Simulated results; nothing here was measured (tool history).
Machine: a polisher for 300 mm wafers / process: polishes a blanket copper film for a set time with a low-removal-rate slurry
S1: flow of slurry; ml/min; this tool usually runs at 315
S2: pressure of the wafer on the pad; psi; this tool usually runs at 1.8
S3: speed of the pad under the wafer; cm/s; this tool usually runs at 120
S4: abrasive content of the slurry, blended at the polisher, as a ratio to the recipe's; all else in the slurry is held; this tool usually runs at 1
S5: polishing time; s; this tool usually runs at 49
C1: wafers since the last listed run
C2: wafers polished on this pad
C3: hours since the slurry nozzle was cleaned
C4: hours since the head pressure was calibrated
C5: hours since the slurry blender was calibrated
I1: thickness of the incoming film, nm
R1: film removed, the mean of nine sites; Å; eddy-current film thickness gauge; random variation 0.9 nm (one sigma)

| run | hour | S1 | S2 | S3 | S4 | S5 | C1 | C2 | C3 | C4 | C5 | I1 | R1 |
|---|---|---|---|---|---|---|---|---|---|---|---|---|---|
| 1 | 0 | 315 | 2.1 | 120 | 1 | 49 | 0 | 218 | 510.7 | 1060.7 | 8.4 | 997.3 | 1185 |
| 2 | 19.4 | 315 | 1.8 | 120 | 1 | 39 | 242 | 461 | 530.1 | 1080.1 | 27.8 | 1007.6 | 813 |
| 3 | 49.6 | 315 | 1.8 | 120 | 1 | 39 | 378 | 839 | 560.3 | 1110.3 | 58 | 995.7 | 803 |
| 4 | 65.6 | 315 | 1.8 | 120 | 1 | 39 | 200 | 1040 | 576.3 | 1126.3 | 74 | 1013.9 | 781 |
|  | 80.2 | worn pad replaced by a new one |
| 5 | 91.7 | 315 | 1.8 | 120 | 1 | 49 | 276 | 144 | 602.4 | 1152.4 | 100.1 | 1006.3 | 998 |
| 6 | 122.4 | 315 | 1.8 | 120 | 1 | 49 | 384 | 528 | 633.1 | 1183.1 | 130.8 | 1007.3 | 973 |
|  | 146.4 | slurry blender recalibrated |
| 7 | 156.9 | 315 | 1.8 | 120 | 1 | 49 | 406 | 935 | 667.6 | 1217.6 | 10.5 | 1011.4 | 1003 |
|  | 160 | slurry nozzle cleaned |
| 8 | 184.7 | 315 | 1.8 | 120 | 1 | 49 | 335 | 1271 | 24.7 | 1245.4 | 38.3 | 1008.5 | 1011 |
|  | 199.8 | worn pad replaced by a new one, of another model than before |
| 9 | 214.8 | 315 | 1.8 | 120 | 1 | 49 | 326 | 188 | 54.8 | 1275.5 | 68.4 | 997.9 | 1011 |
|  | 224.8 | head pressure recalibrated |
| 10 | 234.7 | 245 | 2.4 | 120 | 0.75 | 49 | 224 | 412 | 74.7 | 9.9 | 88.3 | 1001.3 | 1129 |

Expected results for the next run?
| 11 | 249 | 265 | 2.1 | 120 | 1 | 49 | 179 | 591 | 89 | 24.2 | 102.6 | 1019.6 | ? |

{"run 11": {"R1": 1080}}
Had the tool carried no hidden state, the very same run would have given R1 1106 Å.

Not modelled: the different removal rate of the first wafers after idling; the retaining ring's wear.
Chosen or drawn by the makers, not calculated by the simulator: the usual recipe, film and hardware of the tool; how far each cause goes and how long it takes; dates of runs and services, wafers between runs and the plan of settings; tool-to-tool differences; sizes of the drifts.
